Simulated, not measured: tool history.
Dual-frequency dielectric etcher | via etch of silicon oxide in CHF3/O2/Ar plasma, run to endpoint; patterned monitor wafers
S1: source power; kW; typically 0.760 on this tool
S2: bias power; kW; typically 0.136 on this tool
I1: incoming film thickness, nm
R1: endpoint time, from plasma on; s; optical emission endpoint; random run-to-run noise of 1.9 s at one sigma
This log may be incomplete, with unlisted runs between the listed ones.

run	hour	S1	S2	I1	R1
1	0.0	0.830	0.136	650.0	283.2
2	14.0	0.830	0.136	655.2	284.9
3	32.6	0.830	0.136	654.9	284.5
4	45.7	0.680	0.144	651.0	300.0
5	74.5	0.680	0.144	654.1	302.8
6	95.9	0.880	0.163	657.0	265.5
7	111.1	0.880	0.163	659.7	268.9
8	127.2	0.760	0.136	656.9	297.2
9	145.9	0.760	0.136	657.9	299.6
10	169.4	0.760	0.136	657.4	300.8
11	187.5	0.760	0.136	654.8	299.1
12	213.3	0.760	0.136	644.5	296.0
13	229.9	0.760	0.136	656.5	301.7
14	264.9	0.860	0.123	659.4	297.2
# hour 299.2: wet clean of the chamber
15	299.7	0.650	0.157	654.9	292.6
# hour 319.2: bias power generator calibrated
16	328.4	0.870	0.136	660.6	279.3
17	344.0	0.760	0.136	648.4	287.3
# hour 371.8: upper electrode replaced
18	410.3	0.830	0.136	653.8	282.4
19	429.5	0.870	0.111	652.8	294.1
20	453.3	0.630	0.157	654.8	306.7
# hour 459.2: source power generator calibrated
21	485.0	0.760	0.136	654.3	294.8
22	501.1	0.850	0.107	655.9	304.6
23	520.1	0.760	0.136	648.3	294.2
24	538.5	0.810	0.119	657.7	304.4
25	567.5	0.930	0.103	651.5	299.4
26	639.8	0.670	0.136	657.0	319.0

What if the next run were any one of these 4? Each begins from the tool's condition after run 26:
A	640.3	0.630	0.136	655.1	?
B	640.3	0.760	0.118	655.1	?
C	640.3	0.660	0.116	655.1	?
D	640.3	0.860	0.136	655.1	?

run	R1
A	322.3
B	312.8
C	331.0
D	287.6
The same runs, with their run-to-run variation unchanged, on a tool lacking any hidden condition would have given:
run	R1
A	309.7
B	300.6
C	318.1
D	276.4
